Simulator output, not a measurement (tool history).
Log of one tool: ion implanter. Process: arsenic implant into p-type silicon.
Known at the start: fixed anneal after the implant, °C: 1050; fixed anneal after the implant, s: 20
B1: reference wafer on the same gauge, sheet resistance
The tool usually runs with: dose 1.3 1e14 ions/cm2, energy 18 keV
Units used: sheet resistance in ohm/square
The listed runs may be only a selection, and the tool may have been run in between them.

Run 1, hour 0: usual settings; B1 504.25. Result: sheet resistance 496.79 ohm/square.
Run 2, hour 40.9: usual settings; B1 503.08. Result: sheet resistance 502.68 ohm/square.
Run 3, hour 136.2: usual settings; B1 503.65. Result: sheet resistance 504.8 ohm/square.
Run 4, hour 203: usual settings; B1 504.5. Result: sheet resistance 506.8 ohm/square.
Run 5, hour 269.6: usual settings; B1 504.09. Result: sheet resistance 508.12 ohm/square.
Run 6, hour 307: usual settings; B1 504.51. Result: sheet resistance 508.23 ohm/square.
Run 7, hour 393.3: usual settings; B1 503.46. Result: sheet resistance 504.59 ohm/square.
Run 8, hour 459.5: usual settings; B1 504.4. Result: sheet resistance 511.59 ohm/square.
Run 9, hour 553.3: usual settings; B1 504.77. Result: sheet resistance 509.24 ohm/square.
Run 10, hour 639.3: usual settings; B1 504.39. Result: sheet resistance 516.59 ohm/square.
Run 11, hour 707.1: usual settings; B1 505.03. Result: sheet resistance 509.64 ohm/square.
Run 12, hour 807.1: usual settings; B1 504.65. Result: sheet resistance 509.25 ohm/square.
Run 13, hour 852.6: usual settings; B1 503.77. Result: sheet resistance 512.7 ohm/square.
Run 14, hour 1144.3: usual settings; B1 504.75. Result: sheet resistance 516.4 ohm/square.
Run 15, hour 1196.8: usual settings but energy 19.5 keV; B1 504.3. Result: sheet resistance 509.67 ohm/square.
Run 16, hour 1278.7: usual settings; B1 503.95. Result: sheet resistance 521.68 ohm/square.
Run 17, hour 1374: usual settings; B1 504.16. Result: sheet resistance 521.92 ohm/square.
Run 18, hour 1416.7: usual settings but dose 1.55 1e14 ions/cm2, energy 13.5 keV; B1 504.49. Result: sheet resistance 478.54 ohm/square.
Run 19, hour 1506.2: usual settings but dose 1.69 1e14 ions/cm2, energy 23.5 keV; B1 503.96. Result: sheet resistance 416.64 ohm/square.
At hour 1567.9: Faraday cup replaced and dose calibrated.
Run 20, hour 1609.5: usual settings; B1 503.68. Result: sheet resistance 494.82 ohm/square.
Run 21, hour 1690.9: usual settings but dose 1.55 1e14 ions/cm2, energy 15 keV; B1 504.15. Result: sheet resistance 449.14 ohm/square.
Run 22, hour 1770.1: usual settings; B1 503.33. Result: sheet resistance 495.99 ohm/square.
Run 23, hour 1806.3: usual settings but dose 1.47 1e14 ions/cm2, energy 19.5 keV; B1 504.7. Result: sheet resistance 447.53 ohm/square.
Run 24, hour 1893.6: usual settings but dose 1.68 1e14 ions/cm2; B1 504.89. Result: sheet resistance 413.42 ohm/square.
Run 25, hour 2096.2: usual settings but dose 1.67 1e14 ions/cm2, energy 15 keV; B1 504.72. Result: sheet resistance 422.14 ohm/square.
At hour 2122.7: gauge calibrated.
At hour 2342.6: extraction supply calibrated.
Run 26, hour 2398.8: usual settings but energy 21 keV; B1 503.4. Result: sheet resistance 489.56 ohm/square.
Run 27, hour 2492.5: usual settings but energy 22 keV; B1 503.43. Result: sheet resistance 488.83 ohm/square.
Run 28, hour 2530.2: usual settings; B1 504.6. Result: sheet resistance 497.54 ohm/square.
Run 29, hour 2578.2: usual settings but dose 1.6 1e14 ions/cm2, energy 12.5 keV; B1 503.86. Result: sheet resistance 453.18 ohm/square.
Run 30, hour 2682.5: usual settings but dose 1.68 1e14 ions/cm2, energy 16 keV; B1 503.9. Result: sheet resistance 424.52 ohm/square.
Run 31, hour 2729.2: usual settings but dose 1.55 1e14 ions/cm2, energy 21 keV; B1 503.64. Result: sheet resistance 430.83 ohm/square.
Run 32, hour 2806.3: usual settings but dose 1.12 1e14 ions/cm2, energy 23 keV; B1 503.78. Result: sheet resistance 538.5 ohm/square.
Run 33, hour 2902.7: usual settings but dose 0.91 1e14 ions/cm2, energy 12 keV; B1 504.85. Result: sheet resistance 691.41 ohm/square.
Run 34, hour 2999.9: usual settings but dose 1.08 1e14 ions/cm2, energy 23.5 keV; B1 503.96. Result: sheet resistance 557.72 ohm/square.
Run 35, hour 3067.8: usual settings but dose 0.96 1e14 ions/cm2, energy 13 keV; B1 503.41. Result: sheet resistance 661.47 ohm/square.
Run 36, hour 3149.6: usual settings but energy 14.5 keV; B1 504.54. Result: sheet resistance 524.43 ohm/square.
Run 37, hour 3207.3: usual settings but dose 1.55 1e14 ions/cm2, energy 21 keV; B1 504.92. Result: sheet resistance 444.21 ohm/square.
Run 38, hour 3279.6: usual settings; B1 502.9. Result: sheet resistance 512.23 ohm/square.

What was the tool's hidden state at every run in the log?
deviation of the true energy from its setpoint, %: 0 on each run
gauge reads high (%): 0 on each run
H1: deviation of the true dose from the Faraday cup's reading, %
run      H1
  1  -0.566
  2  -0.641
  3   -0.83
  4  -0.976
  5   -1.13
  6   -1.23
  7   -1.45
  8   -1.64
  9   -1.92
 10    -2.2
 11   -2.43
 12   -2.79
 13   -2.96
 14   -4.19
 15   -4.44
 16   -4.83
 17   -5.31
 18   -5.53
 19   -6.01
 20   0.598
 21   0.582
 22    0.55
 23   0.531
 24   0.471
 25   0.259
 26  -0.243
 27  -0.444
 28  -0.531
 29  -0.647
 30  -0.918
 31   -1.05
 32   -1.27
 33   -1.58
 34   -1.91
 35   -2.15
 36   -2.46
 37   -2.68
 38   -2.98
